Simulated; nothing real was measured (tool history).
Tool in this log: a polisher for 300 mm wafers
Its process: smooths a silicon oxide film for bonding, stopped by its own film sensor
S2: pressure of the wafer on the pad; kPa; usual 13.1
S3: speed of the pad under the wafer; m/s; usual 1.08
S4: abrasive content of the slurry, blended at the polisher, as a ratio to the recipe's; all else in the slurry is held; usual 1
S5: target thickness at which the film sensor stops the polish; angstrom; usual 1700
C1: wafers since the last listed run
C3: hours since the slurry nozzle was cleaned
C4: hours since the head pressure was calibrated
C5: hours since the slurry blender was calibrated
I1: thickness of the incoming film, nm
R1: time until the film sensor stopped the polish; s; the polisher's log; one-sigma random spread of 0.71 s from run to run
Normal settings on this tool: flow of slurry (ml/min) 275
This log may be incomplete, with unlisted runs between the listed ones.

Run 1, hour 0: usual settings; C1 0; wafers polished on this pad 823; C3 73.3; C4 1163.1; C5 222.4; I1 198.7. Result: R1 39.9 s.
Run 2, hour 12.3: usual settings but flow of slurry (ml/min) 320; C1 156; wafers polished on this pad 979; C3 85.6; C4 1175.4; C5 234.7; I1 200.2. Result: R1 42.6 s.
At hour 25.7: slurry blender recalibrated.
Run 3, hour 26.3: usual settings but flow of slurry (ml/min) 320; C1 152; wafers polished on this pad 1132; C3 99.6; C4 1189.4; C5 0.6; I1 198.8. Result: R1 40.4 s.
Run 4, hour 44.6: usual settings; C1 233; wafers polished on this pad 1365; C3 117.9; C4 1207.7; C5 18.9; I1 202.4. Result: R1 46.6 s.
At hour 60.5: worn pad replaced by a new one.
Run 5, hour 71.7: usual settings; C1 294; wafers polished on this pad 143; C3 145; C4 1234.8; C5 46; I1 204.3. Result: R1 49.7 s.
Run 6, hour 86.1: usual settings; C1 183; wafers polished on this pad 326; C3 159.4; C4 1249.2; C5 60.4; I1 200.6. Result: R1 42.6 s.
Run 7, hour 110.5: usual settings; C1 310; wafers polished on this pad 637; C3 183.8; C4 1273.6; C5 84.8; I1 197.7. Result: R1 40.4 s.
Run 8, hour 140.1: usual settings; C1 376; wafers polished on this pad 1014; C3 213.4; C4 1303.2; C5 114.4; I1 200. Result: R1 42.9 s.
Run 9, hour 163.5: usual settings; C1 298; wafers polished on this pad 1312; C3 236.8; C4 1326.6; C5 137.8; I1 199.3. Result: R1 41.5 s.
At hour 183.9: worn pad replaced by a new one.
Run 10, hour 195.2: usual settings; C1 352; wafers polished on this pad 144; C3 268.5; C4 1358.3; C5 169.5; I1 200.4. Result: R1 43.8 s.
Run 11, hour 229.2: usual settings; C1 433; wafers polished on this pad 577; C3 302.5; C4 1392.3; C5 203.5; I1 202.1. Result: R1 46.9 s.
At hour 248.2: slurry nozzle cleaned.
Run 12, hour 264.8: usual settings; C1 440; wafers polished on this pad 1017; C3 16.6; C4 1427.9; C5 239.1; I1 197.8. Result: R1 44.8 s.
At hour 276.2: slurry blender recalibrated.
Run 13, hour 300: usual settings but S4 0.9; C1 422; wafers polished on this pad 1440; C3 51.8; C4 1463.1; C5 23.8; I1 200.5. Result: R1 49.4 s.
At hour 305.6: head pressure recalibrated.
At hour 325.7: worn pad replaced by a new one.
Run 14, hour 331.3: usual settings but S3 0.76 m/s; C1 322; wafers polished on this pad 70; C3 83.1; C4 25.7; C5 55.1; I1 199.1. Result: R1 54.3 s.
At hour 344.8: slurry nozzle cleaned, repeated, since the last time left the tool worse.
Run 15, hour 363.2: usual settings but S2 15.2 kPa, S4 0.8, S5 1610 angstrom; C1 393; wafers polished on this pad 464; C3 18.4; C4 57.6; C5 87; I1 200.9. Result: R1 55 s.
Run 16, hour 389.4: usual settings but flow of slurry (ml/min) 330; C1 333; wafers polished on this pad 798; C3 44.6; C4 83.8; C5 113.2; I1 204.1. Result: R1 47.2 s.
Run 17, hour 410.1: usual settings but flow of slurry (ml/min) 360; C1 263; wafers polished on this pad 1061; C3 65.3; C4 104.5; C5 133.9; I1 198.9. Result: R1 40.4 s.
At hour 434.6: worn pad replaced by a new one.
Run 18, hour 459.8: usual settings but S5 1670 angstrom; C1 582; wafers polished on this pad 321; C3 115; C4 154.2; C5 183.6; I1 197.8. Result: R1 43.5 s.
At hour 468.5: slurry blender recalibrated.
Run 19, hour 481.6: usual settings but S2 9.7 kPa, S4 0.85, S5 1770 angstrom; C1 252; wafers polished on this pad 573; C3 136.8; C4 176; C5 13.1; I1 202. Result: R1 43.6 s.
Run 20, hour 495.8: usual settings but flow of slurry (ml/min) 225, S2 11.7 kPa, S4 0.8; C1 180; wafers polished on this pad 754; C3 151; C4 190.2; C5 27.3; I1 201.7. Result: R1 54 s.
Run 21, hour 518.6: usual settings but S5 1640 angstrom; C1 290; wafers polished on this pad 1044; C3 173.8; C4 213; C5 50.1; I1 198.4. Result: R1 48.9 s.
Run 22, hour 544.3: usual settings but flow of slurry (ml/min) 305; C1 327; wafers polished on this pad 1372; C3 199.5; C4 238.7; C5 75.8; I1 201.6. Result: R1 44.3 s.
At hour 559.3: worn pad replaced by a new one.
Run 23, hour 568.9: usual settings but S5 1730 angstrom; C1 262; wafers polished on this pad 121; C3 224.1; C4 263.3; C5 100.4; I1 200.5. Result: R1 40.4 s.
Run 24, hour 590.6: usual settings; C1 276; wafers polished on this pad 398; C3 245.8; C4 285; C5 122.1; I1 198.1. Result: R1 39.9 s.
Run 25, hour 604.1: usual settings; C1 171; wafers polished on this pad 570; C3 259.3; C4 298.5; C5 135.6; I1 195.7. Result: R1 37 s.
Run 26, hour 630.4: usual settings; C1 334; wafers polished on this pad 905; C3 285.6; C4 324.8; C5 161.9; I1 199.5. Result: R1 42.3 s.

Exercise: give the hidden state of the tool at every run:
removal rate lost through wear of the pad, %: 0, the same for each run
deviation of the head's pressure from its setpoint, %: 0, the same for each run
abrasive missing from the slurry, %: 0, the same for each run
H1: slurry flow missing at the pad, %
run    H1
  1  6.13
  2  6.54
  3  7.09
  4  7.92
  5  9.41
  6  10.3
  7  12.1
  8  14.6
  9  16.8
 10  20.1
 11  24.2
 12  50.2
 13  50.7
 14  51.6
 15  2.82
 16  3.16
 17  3.64
 18  5.52
 19  6.67
 20  7.53
 21  9.08
 22  11.1
 23  13.3
 24  15.4
 25  16.8
 26  19.8

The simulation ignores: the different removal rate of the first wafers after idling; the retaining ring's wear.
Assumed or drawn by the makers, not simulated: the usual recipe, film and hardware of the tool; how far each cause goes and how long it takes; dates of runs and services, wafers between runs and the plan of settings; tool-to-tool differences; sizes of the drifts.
